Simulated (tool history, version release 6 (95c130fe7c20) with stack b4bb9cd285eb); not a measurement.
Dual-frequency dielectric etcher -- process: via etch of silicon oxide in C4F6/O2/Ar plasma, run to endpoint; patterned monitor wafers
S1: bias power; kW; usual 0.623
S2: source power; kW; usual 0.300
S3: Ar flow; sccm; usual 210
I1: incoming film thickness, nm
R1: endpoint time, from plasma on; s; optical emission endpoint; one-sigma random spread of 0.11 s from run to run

run,hour,S1,S2,S3,I1,R1
1,0.0,0.559,0.300,210,158.5,35.7
# hour 30.1: bias power generator calibrated
# hour 38.1: wet clean of the chamber
2,85.7,0.559,0.300,210,160.7,36.0
3,117.0,0.559,0.300,210,159.2,35.7
4,129.6,0.623,0.300,210,158.6,34.1
5,157.3,0.623,0.300,210,162.0,34.5
6,189.7,0.623,0.300,210,159.4,34.0
7,220.3,0.749,0.250,210,159.6,35.2
# hour 227.4: source power generator calibrated
8,242.8,0.708,0.220,176,158.8,38.3
9,274.7,0.746,0.250,165,159.2,34.1
10,307.9,0.561,0.300,259,159.6,37.1
11,331.6,0.623,0.330,187,159.9,32.0
12,423.8,0.623,0.300,210,160.5,34.5
13,436.8,0.623,0.300,210,159.7,34.4
# hour 457.8: Ar flow controller replaced
# hour 472.1: upper electrode replaced, of another model than before
14,472.6,0.623,0.300,210,158.2,34.0
15,473.0,0.564,0.330,227,159.4,33.3
# hour 508.3: wet clean of the chamber
16,508.8,0.623,0.360,210,159.6,29.9
17,540.9,0.535,0.370,225,159.6,30.8
18,572.9,0.623,0.300,245,160.6,34.9
19,600.6,0.623,0.380,210,159.4,28.8
20,631.2,0.623,0.300,210,158.0,33.7
21,660.3,0.553,0.370,175,159.1,29.5
22,706.6,0.623,0.300,210,159.0,34.1
23,740.5,0.567,0.300,210,158.3,34.8
24,765.9,0.537,0.300,210,160.4,35.8
25,778.1,0.623,0.370,161,158.6,28.3
26,802.2,0.623,0.300,210,159.9,34.3
27,821.2,0.623,0.330,210,160.8,32.2
28,839.7,0.623,0.300,210,158.8,34.1
29,856.5,0.717,0.350,169,159.8,28.8

Alternative continuations, all from the tool just after run 29; predict every row:
A,856.9,0.538,0.300,210,159.6,?
B,856.9,0.623,0.300,225,159.6,?
C,856.9,0.502,0.330,210,159.6,?
D,856.9,0.771,0.300,168,159.6,?

run,R1
A,35.7
B,34.7
C,33.8
D,31.4
The same runs, with their run-to-run variation unchanged, on a tool lacking any hidden condition would have given:
run,R1
A,35.2
B,34.2
C,33.3
D,31.0
